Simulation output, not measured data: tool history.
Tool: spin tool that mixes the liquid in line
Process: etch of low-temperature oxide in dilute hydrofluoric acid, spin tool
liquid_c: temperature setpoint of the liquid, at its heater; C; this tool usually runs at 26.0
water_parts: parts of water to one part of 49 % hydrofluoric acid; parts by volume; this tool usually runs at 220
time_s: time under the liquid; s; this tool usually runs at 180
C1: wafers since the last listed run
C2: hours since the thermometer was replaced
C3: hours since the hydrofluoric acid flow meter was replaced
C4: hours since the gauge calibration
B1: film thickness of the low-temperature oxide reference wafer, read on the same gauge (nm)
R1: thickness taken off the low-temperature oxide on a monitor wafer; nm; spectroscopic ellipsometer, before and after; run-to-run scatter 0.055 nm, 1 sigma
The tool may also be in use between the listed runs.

run 1 day=0.000 | liquid_c=26.0 water_parts=220 time_s=150 | C1=0 C2=1177.7 C3=1479.9 C4=124.3 | B1=79.98 | R1=11.07
run 2 day=1.429 | liquid_c=26.0 water_parts=220 time_s=150 | C1=319 C2=1212.0 C3=1514.2 C4=158.6 | B1=79.97 | R1=11.06
run 3 day=1.950 | liquid_c=30.0 water_parts=220 time_s=240 | C1=116 C2=1224.5 C3=1526.7 C4=171.1 | B1=80.04 | R1=20.27
run 4 day=2.804 | liquid_c=26.0 water_parts=285 time_s=180 | C1=190 C2=1245.0 C3=1547.2 C4=191.6 | B1=79.97 | R1=9.53
run 5 day=3.604 | liquid_c=26.0 water_parts=285 time_s=180 | C1=178 C2=1264.2 C3=1566.4 C4=210.8 | B1=80.01 | R1=9.49
run 6 day=4.671 | liquid_c=26.0 water_parts=285 time_s=180 | C1=238 C2=1289.8 C3=1592.0 C4=236.4 | B1=79.99 | R1=9.55
run 7 day=5.354 | liquid_c=26.0 water_parts=220 time_s=180 | C1=152 C2=1306.2 C3=1608.4 C4=252.8 | B1=79.98 | R1=13.25
-- day=5.358 gauge calibrated
-- day=5.958 hydrofluoric acid flow meter replaced
run 8 day=6.608 | liquid_c=26.0 water_parts=220 time_s=180 | C1=270 C2=1336.3 C3=15.6 C4=30.0 | B1=80.03 | R1=14.45
run 9 day=7.575 | liquid_c=30.5 water_parts=190 time_s=85 | C1=215 C2=1359.5 C3=38.8 C4=53.2 | B1=80.02 | R1=9.50
-- day=8.504 thermometer replaced
run 10 day=9.017 | liquid_c=26.0 water_parts=220 time_s=85 | C1=312 C2=12.3 C3=73.4 C4=87.8 | B1=79.97 | R1=6.25
run 11 day=10.196 | liquid_c=26.0 water_parts=285 time_s=180 | C1=263 C2=40.6 C3=101.7 C4=116.1 | B1=80.00 | R1=9.52
run 12 day=10.933 | liquid_c=24.5 water_parts=190 time_s=250 | C1=164 C2=58.3 C3=119.4 C4=133.8 | B1=79.95 | R1=20.94
run 13 day=11.621 | liquid_c=23.5 water_parts=185 time_s=180 | C1=153 C2=74.8 C3=135.9 C4=150.3 | B1=80.01 | R1=14.89
run 14 day=12.279 | liquid_c=29.5 water_parts=265 time_s=180 | C1=147 C2=90.6 C3=151.7 C4=166.1 | B1=80.03 | R1=11.71
run 15 day=13.321 | liquid_c=29.5 water_parts=220 time_s=285 | C1=232 C2=115.6 C3=176.7 C4=191.1 | B1=80.00 | R1=23.73

How the hidden state differs across the entries between the runs, from the last listed run before each to the first after it:
In the gap between runs 7 and 8: gauge calibrated (day 5.358); hydrofluoric acid flow meter replaced (day 5.958)
  liquid hotter than its thermometer reads (K): 2.51 -> 2.57; hydrofluoric acid flow below the setpoint (%): 6.88 -> 0.889
  the result without the hidden state subtracted from the measured one, R1: -0.02 -> +1.10 nm
In the gap between runs 9 and 10: thermometer replaced (day 8.504)
  liquid hotter than its thermometer reads (K): 2.61 -> 0.172; hydrofluoric acid flow below the setpoint (%): 0.986 -> 1.13
  the result without the hidden state subtracted from the measured one, R1: +0.70 -> -0.05 nm

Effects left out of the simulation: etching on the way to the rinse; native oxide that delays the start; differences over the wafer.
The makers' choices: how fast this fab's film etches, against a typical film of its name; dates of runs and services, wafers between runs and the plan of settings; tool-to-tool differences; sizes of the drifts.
